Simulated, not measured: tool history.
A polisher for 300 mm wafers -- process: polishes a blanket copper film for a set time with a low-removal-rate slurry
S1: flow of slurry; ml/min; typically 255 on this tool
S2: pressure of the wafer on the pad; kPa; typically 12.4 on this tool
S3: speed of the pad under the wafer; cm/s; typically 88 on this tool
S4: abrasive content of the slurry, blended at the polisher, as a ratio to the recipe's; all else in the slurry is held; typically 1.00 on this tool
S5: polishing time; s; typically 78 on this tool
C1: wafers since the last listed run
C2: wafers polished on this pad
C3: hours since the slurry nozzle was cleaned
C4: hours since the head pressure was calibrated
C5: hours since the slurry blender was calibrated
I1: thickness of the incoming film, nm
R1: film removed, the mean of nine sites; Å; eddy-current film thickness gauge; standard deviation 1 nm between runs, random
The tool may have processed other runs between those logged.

run	hour	S1	S2	S3	S4	S5	C1	C2	C3	C4	C5	I1	R1
1	0.0	255	12.4	88	1.10	78	0	724	279.0	1184.2	304.8	843.2	914
2	6.7	255	11.0	88	1.00	78	45	769	285.7	1190.9	311.5	829.0	796
3	17.4	255	11.0	88	1.00	78	72	841	296.4	1201.6	322.2	820.0	791
4	25.5	255	11.0	88	1.00	78	54	896	304.5	1209.7	330.3	828.9	787
5	32.2	300	12.4	88	1.00	78	45	941	311.2	1216.4	337.0	844.8	905
6	45.3	300	12.4	88	1.00	78	88	1029	324.3	1229.5	350.1	824.3	914
7	55.6	255	12.4	88	1.00	78	69	1098	334.6	1239.8	360.4	844.9	860
8	67.7	255	12.4	88	1.00	78	81	1180	346.7	1251.9	372.5	829.6	865
9	75.5	255	12.4	88	1.00	78	52	1232	354.5	1259.7	380.3	827.6	878
# hour 82.4: worn pad replaced by a new one
10	83.3	255	12.4	88	1.00	78	25	5	362.3	1267.5	388.1	826.3	867
11	95.3	255	10.3	88	1.25	78	80	86	374.3	1279.5	400.1	840.3	754
12	102.3	255	10.3	88	1.25	78	47	133	381.3	1286.5	407.1	830.1	759
13	114.9	255	10.3	88	1.25	78	84	218	393.9	1299.1	419.7	816.6	750
14	124.7	255	12.4	88	1.00	78	65	284	403.7	1308.9	429.5	821.1	856
# hour 126.3: slurry nozzle cleaned
15	133.4	290	12.4	100	1.10	78	51	336	7.1	1317.6	438.2	841.9	1070
16	141.9	255	10.3	88	0.90	78	57	393	15.6	1326.1	446.7	825.0	758
17	155.6	255	12.4	88	1.00	78	92	485	29.3	1339.8	460.4	820.0	924
18	162.0	255	12.4	88	1.00	100	43	528	35.7	1346.2	466.8	835.2	1177
19	168.3	230	12.4	88	1.00	78	42	571	42.0	1352.5	473.1	834.4	915
# hour 170.9: slurry blender recalibrated
# hour 181.6: head pressure recalibrated
20	186.2	255	12.4	72	0.80	78	93	664	59.9	4.6	15.3	833.9	810
21	203.9	290	12.4	88	1.00	68	119	783	77.6	22.3	33.0	820.8	884
22	216.2	255	12.4	72	1.00	63	82	866	89.9	34.6	45.3	838.0	687
23	233.7	255	12.4	88	1.00	78	117	984	107.4	52.1	62.8	830.2	991
24	243.6	255	12.4	60	0.70	78	66	1051	117.3	62.0	72.7	825.6	666

How would selected steps in R1 from run to run divide? Give the signed amount a tool lacking its hidden state would still show from settings, what came in and random variation, and the signed amount left for the hidden state, including any gauge scatter that is not in both of the compared results.
Hidden state present: removal rate lost through wear of the pad, %; slurry flow missing at the pad, %; deviation of the head's pressure from its setpoint, %; abrasive missing from the slurry, %.
Run 15 -> 16: S1 290 -> 255, S2 12.4 -> 10.3, S3 100 -> 88, S4 1.10 -> 0.90. R1 -312 Å: hidden state +42, all else -354.
Run 19 -> 20: S1 230 -> 255, S3 88 -> 72, S4 1.00 -> 0.80, slurry blender recalibrated, head pressure recalibrated. R1 -105 Å: hidden state +108, all else -213.
Run 23 -> 24: S3 88 -> 60, S4 1.00 -> 0.70. R1 -325 Å: hidden state +11, all else -336.
